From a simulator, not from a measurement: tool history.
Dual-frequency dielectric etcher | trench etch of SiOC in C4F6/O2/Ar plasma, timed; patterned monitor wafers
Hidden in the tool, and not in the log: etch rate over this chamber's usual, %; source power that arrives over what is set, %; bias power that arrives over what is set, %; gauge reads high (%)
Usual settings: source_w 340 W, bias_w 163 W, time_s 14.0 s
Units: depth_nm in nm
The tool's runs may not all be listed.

run,day,source_w,bias_w,time_s,wafers since the last listed run,hours since the last wet clean,hours since the last source power generator calibration,hours since the last bias power generator calibration,hours since the last upper electrode change,hours since the gauge calibration,"read-back reference wafer on the same gauge, depth_nm",depth_nm
1,0.000,340,189,14.0,0,119.4,1646.0,2321.6,2733.8,207.6,29.40,28.17
2,0.467,340,163,14.0,126,130.6,1657.2,2332.8,2745.0,218.8,29.41,27.02
3,1.038,340,163,14.0,154,144.3,1670.9,2346.5,2758.7,232.5,29.42,27.00
4,1.700,280,163,14.0,179,160.2,1686.8,2362.4,2774.6,248.4,29.39,24.93
5,3.662,280,163,14.0,531,207.3,1733.9,2409.5,2821.7,295.5,29.41,25.02
6,4.112,340,150,14.0,121,218.1,1744.7,2420.3,2832.5,306.3,29.41,26.41
7,4.425,340,150,14.0,84,225.6,1752.2,2427.8,2840.0,313.8,29.40,26.46
8,4.892,340,150,14.0,126,236.8,1763.4,2439.0,2851.2,325.0,29.40,26.43
9,5.325,340,163,14.0,117,247.2,1773.8,2449.4,2861.6,335.4,29.39,27.18
10,5.888,340,163,14.0,152,260.7,1787.3,2462.9,2875.1,348.9,29.38,27.17
11,6.300,320,149,17.0,111,270.6,1797.2,2472.8,2885.0,358.8,29.37,31.26
12,7.000,390,163,17.5,189,287.4,1814.0,2489.6,2901.8,375.6,29.37,35.87
13,7.471,340,181,14.0,127,298.7,1825.3,2500.9,2913.1,386.9,29.41,28.06
14,8.017,320,188,14.0,147,311.8,1838.4,2514.0,2926.2,400.0,29.43,27.68
15,8.504,340,163,14.0,132,323.5,1850.1,2525.7,2937.9,411.7,29.40,27.22
16,10.696,360,123,14.0,593,376.1,1902.7,2578.3,2990.5,464.3,29.42,25.70
17,11.229,340,163,14.0,144,388.9,1915.5,2591.1,3003.3,477.1,29.40,27.27
# day 11.662: source power generator calibrated
18,11.771,340,163,14.0,101,401.9,2.6,2604.1,3016.3,490.1,29.39,26.67
# day 12.242: bias power generator calibrated
# day 13.171: wet clean of the chamber
19,13.192,340,163,11.0,88,0.5,36.7,22.8,3050.4,524.2,29.41,20.69
20,13.204,340,174,14.0,3,0.8,37.0,23.1,3050.7,524.5,29.40,26.95
21,13.217,370,163,14.0,3,1.1,37.3,23.4,3051.0,524.8,29.40,27.27
# day 13.883: gauge calibrated
# day 14.296: upper electrode replaced
22,14.317,420,142,12.5,27,27.5,63.7,49.8,0.5,10.4,29.40,24.75
23,14.329,340,163,14.0,3,27.8,64.0,50.1,0.8,10.7,29.40,26.43
24,15.450,340,163,14.0,303,54.7,90.9,77.0,27.7,37.6,29.40,26.46
25,16.904,340,198,10.5,393,89.6,125.8,111.9,62.6,72.5,29.41,21.14
26,17.179,400,192,14.0,74,96.2,132.4,118.5,69.2,79.1,29.40,29.74
27,17.458,340,163,14.0,75,102.9,139.1,125.2,75.9,85.8,29.41,26.56
28,18.025,340,163,14.0,153,116.5,152.7,138.8,89.5,99.4,29.39,26.57
29,18.312,340,163,12.0,77,123.4,159.6,145.7,96.4,106.3,29.37,22.78
30,18.996,340,163,14.0,185,139.8,176.0,162.1,112.8,122.7,29.42,26.58
31,19.454,340,163,14.0,124,150.8,187.0,173.1,123.8,133.7,29.41,26.61

What the log doesn't show, run by run:
bias power that arrives over what is set, %: 0 in every run
gauge reads high (%): 0 in every run
H1: etch rate over this chamber's usual, %
H2: source power that arrives over what is set, %
run,H1,H2
1,0.371,4.77
2,0.413,4.78
3,0.464,4.78
4,0.524,4.79
5,0.7,4.82
6,0.74,4.82
7,0.768,4.82
8,0.81,4.83
9,0.849,4.83
10,0.899,4.84
11,0.936,4.85
12,0.999,4.85
13,1.04,4.86
14,1.09,4.86
15,1.13,4.87
16,1.33,4.89
17,1.38,4.89
18,1.43,-0.193
19,-0.139,0.0976
20,-0.137,0.1
21,-0.136,0.103
22,-0.0377,0.316
23,-0.0365,0.318
24,0.064,0.526
25,0.194,0.782
26,0.219,0.829
27,0.244,0.876
28,0.295,0.969
29,0.321,1.02
30,0.382,1.12
31,0.423,1.2
